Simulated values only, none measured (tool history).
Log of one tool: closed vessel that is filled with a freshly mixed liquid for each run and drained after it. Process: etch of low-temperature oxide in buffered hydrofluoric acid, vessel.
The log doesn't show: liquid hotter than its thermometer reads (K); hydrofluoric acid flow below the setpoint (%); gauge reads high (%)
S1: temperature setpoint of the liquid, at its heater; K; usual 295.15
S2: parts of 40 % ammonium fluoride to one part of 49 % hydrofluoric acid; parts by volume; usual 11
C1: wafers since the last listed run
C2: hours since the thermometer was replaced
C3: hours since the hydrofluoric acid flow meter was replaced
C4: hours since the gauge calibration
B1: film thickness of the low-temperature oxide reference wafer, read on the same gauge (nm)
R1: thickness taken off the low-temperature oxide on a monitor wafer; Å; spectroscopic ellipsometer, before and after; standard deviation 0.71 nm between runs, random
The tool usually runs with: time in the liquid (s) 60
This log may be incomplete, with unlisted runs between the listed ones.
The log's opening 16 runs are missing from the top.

run 17 hour=403.7 | S1=295.15 S2=11 time_in_the_liquid_(s)=60 | C1=3725 C2=67.3 C3=452.6 C4=318 | B1=140 | R1=1123.5
run 18 hour=423.5 | S1=295.15 S2=11 time_in_the_liquid_(s)=60 | C1=1443 C2=87.1 C3=472.4 C4=337.8 | B1=139.99 | R1=1121.9
run 19 hour=444.1 | S1=295.15 S2=11 time_in_the_liquid_(s)=60 | C1=1501 C2=107.7 C3=493 C4=358.4 | B1=140.01 | R1=1139
run 20 hour=471.5 | S1=296.65 S2=14.5 time_in_the_liquid_(s)=70 | C1=1997 C2=135.1 C3=520.4 C4=385.8 | B1=140.03 | R1=1098
run 21 hour=489.8 | S1=297.15 S2=13 time_in_the_liquid_(s)=75 | C1=1334 C2=153.4 C3=538.7 C4=404.1 | B1=140 | R1=1342.3
run 22 hour=507.5 | S1=295.15 S2=12.5 time_in_the_liquid_(s)=95 | C1=1290 C2=171.1 C3=556.4 C4=421.8 | B1=139.97 | R1=1592.3
run 23 hour=541 | S1=295.15 S2=10 time_in_the_liquid_(s)=90 | C1=2442 C2=204.6 C3=589.9 C4=455.3 | B1=140.01 | R1=1886.4
-- hour=554.5 hydrofluoric acid flow meter replaced
run 24 hour=555.9 | S1=295.15 S2=15.5 time_in_the_liquid_(s)=60 | C1=1013 C2=219.5 C3=1.4 C4=470.2 | B1=139.99 | R1=817.4
run 25 hour=570.9 | S1=295.15 S2=11 time_in_the_liquid_(s)=60 | C1=1093 C2=234.5 C3=16.4 C4=485.2 | B1=139.98 | R1=1142
-- hour=580 gauge calibrated
run 26 hour=599.9 | S1=295.15 S2=8 time_in_the_liquid_(s)=75 | C1=2114 C2=263.5 C3=45.4 C4=19.9 | B1=139.99 | R1=1899
run 27 hour=630.2 | S1=295.15 S2=11 time_in_the_liquid_(s)=40 | C1=2208 C2=293.8 C3=75.7 C4=50.2 | B1=140.01 | R1=759.3
run 28 hour=660.5 | S1=297.15 S2=14.5 time_in_the_liquid_(s)=60 | C1=2208 C2=324.1 C3=106 C4=80.5 | B1=139.95 | R1=987.2
run 29 hour=695.9 | S1=295.15 S2=11 time_in_the_liquid_(s)=60 | C1=2580 C2=359.5 C3=141.4 C4=115.9 | B1=139.98 | R1=1151.3
run 30 hour=729.7 | S1=297.15 S2=11 time_in_the_liquid_(s)=45 | C1=2464 C2=393.3 C3=175.2 C4=149.7 | B1=140 | R1=957.6

3 options for the next run, each taken on its own from the tool as it stands now. Forecast them:
run A hour=730.4 | S1=295.15 S2=14 time_in_the_liquid_(s)=60 | C1=51 C2=394 C3=175.9 C4=150.4 | B1=? | R1=?
run B hour=730.4 | S1=291.15 S2=14.5 time_in_the_liquid_(s)=40 | C1=51 C2=394 C3=175.9 C4=150.4 | B1=? | R1=?
run C hour=730.4 | S1=297.15 S2=11 time_in_the_liquid_(s)=60 | C1=51 C2=394 C3=175.9 C4=150.4 | B1=? | R1=?

run=A B1=140 R1=907.8
run=B B1=140 R1=467.6
run=C B1=140 R1=1282.4
Without the tool's hidden state the same runs would have given:
run=A R1=883.1
run=B R1=454.5
run=C R1=1248
